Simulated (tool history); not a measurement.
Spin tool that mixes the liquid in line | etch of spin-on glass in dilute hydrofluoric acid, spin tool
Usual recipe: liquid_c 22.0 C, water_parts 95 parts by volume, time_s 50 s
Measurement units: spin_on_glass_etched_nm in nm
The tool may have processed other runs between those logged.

run,hour,liquid_c,water_parts,time_s,wafers since the last listed run,hours since the thermometer was replaced,hours since the hydrofluoric acid flow meter was replaced,hours since the gauge calibration,"read-back film thickness of the spin-on glass reference wafer, read on the same gauge (nm)",spin_on_glass_etched_nm
1,0.0,25.5,95,50,0,493.1,1156.5,50.5,149.95,45.32
2,8.8,22.0,95,50,145,501.9,1165.3,59.3,149.95,39.85
3,23.1,22.0,95,50,236,516.2,1179.6,73.6,150.04,40.07
4,36.1,22.0,95,50,215,529.2,1192.6,86.6,150.03,40.18
5,46.6,22.0,95,25,173,539.7,1203.1,97.1,149.98,20.07
6,56.4,22.0,95,50,162,549.5,1212.9,106.9,150.06,40.18
7,70.3,22.0,95,60,229,563.4,1226.8,120.8,149.98,48.84
8,80.9,23.5,95,50,175,574.0,1237.4,131.4,150.02,42.74
9,87.2,23.5,95,50,104,580.3,1243.7,137.7,150.02,42.87
10,104.7,23.5,95,50,289,597.8,1261.2,155.2,150.01,43.13
11,113.7,22.0,95,70,148,606.8,1270.2,164.2,150.02,57.05
12,125.7,22.0,125,50,198,618.8,1282.2,176.2,149.96,30.00
# hour 159.5: gauge calibrated
13,164.9,22.0,95,50,648,658.0,1321.4,5.4,150.01,41.05
14,213.2,25.5,55,80,798,706.3,1369.7,53.7,149.99,139.43
15,225.6,22.0,50,30,205,718.7,1382.1,66.1,150.01,50.33
# hour 237.4: hydrofluoric acid flow meter replaced
16,238.5,22.0,95,20,196,731.6,1.1,79.0,149.99,14.90
# hour 240.1: thermometer replaced
17,250.4,22.0,95,50,180,10.3,13.0,90.9,149.95,33.59
18,265.4,22.0,135,60,248,25.3,28.0,105.9,149.96,27.38
19,276.8,24.0,95,50,188,36.7,39.4,117.3,149.98,36.98
20,291.8,25.5,120,50,248,51.7,54.4,132.3,150.01,30.13
21,301.4,18.0,70,70,158,61.3,64.0,141.9,149.98,56.95
22,313.0,23.5,95,35,191,72.9,75.6,153.5,150.01,25.47

Below are 4 alternative next runs, each starting from the tool's condition after run 22. Predict each:
A,313.4,22.0,95,35,6,73.3,76.0,153.9,?,?
B,313.4,20.0,145,80,6,73.3,76.0,153.9,?,?
C,313.4,20.0,80,70,6,73.3,76.0,153.9,?,?
D,313.4,23.5,70,80,6,73.3,76.0,153.9,?,?

run,"read-back film thickness of the spin-on glass reference wafer, read on the same gauge (nm)",spin_on_glass_etched_nm
A,149.96,24.04
B,149.96,31.43
C,149.96,53.54
D,149.96,81.68
With the hidden condition removed and each run's random variation left untouched, the same runs would have given:
run,spin_on_glass_etched_nm
A,23.12
B,30.23
C,51.48
D,78.61

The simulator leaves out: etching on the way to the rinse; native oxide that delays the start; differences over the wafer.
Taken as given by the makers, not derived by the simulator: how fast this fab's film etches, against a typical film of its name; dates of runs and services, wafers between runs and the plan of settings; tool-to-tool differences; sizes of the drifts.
